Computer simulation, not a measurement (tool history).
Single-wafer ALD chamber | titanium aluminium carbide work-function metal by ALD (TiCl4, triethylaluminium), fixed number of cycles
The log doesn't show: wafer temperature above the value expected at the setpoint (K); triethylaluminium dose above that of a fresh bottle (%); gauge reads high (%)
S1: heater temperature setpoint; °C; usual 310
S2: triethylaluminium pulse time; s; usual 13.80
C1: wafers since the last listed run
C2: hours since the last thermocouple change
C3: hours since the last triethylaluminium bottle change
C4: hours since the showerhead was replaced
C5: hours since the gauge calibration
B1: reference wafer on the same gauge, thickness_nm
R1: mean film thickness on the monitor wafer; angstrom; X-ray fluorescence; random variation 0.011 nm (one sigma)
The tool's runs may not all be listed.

run 1 hour=0.0 | S1=310 S2=10.07 | C1=0 C2=2028.8 C3=233.3 C4=4420.5 C5=121.7 | B1=2.092 | R1=19.58
run 2 hour=64.3 | S1=310 S2=10.07 | C1=1024 C2=2093.1 C3=297.6 C4=4484.8 C5=186.0 | B1=2.088 | R1=19.71
run 3 hour=103.0 | S1=318 S2=12.30 | C1=616 C2=2131.8 C3=336.3 C4=4523.5 C5=224.7 | B1=2.082 | R1=20.76
run 4 hour=158.1 | S1=310 S2=13.80 | C1=877 C2=2186.9 C3=391.4 C4=4578.6 C5=279.8 | B1=2.079 | R1=20.16
run 5 hour=205.3 | S1=310 S2=13.80 | C1=751 C2=2234.1 C3=438.6 C4=4625.8 C5=327.0 | B1=2.072 | R1=20.13
run 6 hour=276.4 | S1=310 S2=13.80 | C1=1132 C2=2305.2 C3=509.7 C4=4696.9 C5=398.1 | B1=2.067 | R1=20.05
-- hour=292.7 triethylaluminium bottle replaced
-- hour=366.5 gauge calibrated
run 7 hour=466.9 | S1=318 S2=17.47 | C1=2906 C2=2495.7 C3=174.2 C4=4887.4 C5=100.4 | B1=2.083 | R1=21.19
-- hour=511.4 thermocouple changed; heater temperature recalibrated
-- hour=515.8 showerhead replaced
run 8 hour=516.3 | S1=318 S2=17.47 | C1=588 C2=4.9 C3=223.6 C4=0.5 C5=149.8 | B1=2.084 | R1=21.13
run 9 hour=568.4 | S1=310 S2=8.70 | C1=829 C2=57.0 C3=275.7 C4=52.6 C5=201.9 | B1=2.080 | R1=19.00
run 10 hour=625.2 | S1=298 S2=16.27 | C1=904 C2=113.8 C3=332.5 C4=109.4 C5=258.7 | B1=2.075 | R1=19.58
run 11 hour=650.5 | S1=310 S2=13.80 | C1=402 C2=139.1 C3=357.8 C4=134.7 C5=284.0 | B1=2.075 | R1=20.29
run 12 hour=694.0 | S1=305 S2=9.45 | C1=692 C2=182.6 C3=401.3 C4=178.2 C5=327.5 | B1=2.067 | R1=18.89
run 13 hour=761.3 | S1=298 S2=19.01 | C1=1071 C2=249.9 C3=468.6 C4=245.5 C5=394.8 | B1=2.060 | R1=19.27
-- hour=774.4 triethylaluminium bottle replaced
-- hour=785.3 gauge calibrated
run 14 hour=821.2 | S1=310 S2=13.80 | C1=826 C2=309.8 C3=46.8 C4=305.4 C5=35.9 | B1=2.095 | R1=20.57

4 ways to go on from here, each from the tool as it stands after run 14. What would each give?
run A hour=821.6 | S1=299 S2=13.80 | C1=6 C2=310.2 C3=47.2 C4=305.8 C5=36.3 | B1=? | R1=?
run B hour=821.6 | S1=302 S2=10.59 | C1=6 C2=310.2 C3=47.2 C4=305.8 C5=36.3 | B1=? | R1=?
run C hour=821.6 | S1=299 S2=11.09 | C1=6 C2=310.2 C3=47.2 C4=305.8 C5=36.3 | B1=? | R1=?
run D hour=821.6 | S1=316 S2=15.94 | C1=6 C2=310.2 C3=47.2 C4=305.8 C5=36.3 | B1=? | R1=?

run=A B1=2.095 R1=19.56
run=B B1=2.095 R1=19.33
run=C B1=2.095 R1=19.22
run=D B1=2.095 R1=20.95
Without the tool's hidden state the same runs would have given:
run=A R1=19.50
run=B R1=19.26
run=C R1=19.16
run=D R1=20.88

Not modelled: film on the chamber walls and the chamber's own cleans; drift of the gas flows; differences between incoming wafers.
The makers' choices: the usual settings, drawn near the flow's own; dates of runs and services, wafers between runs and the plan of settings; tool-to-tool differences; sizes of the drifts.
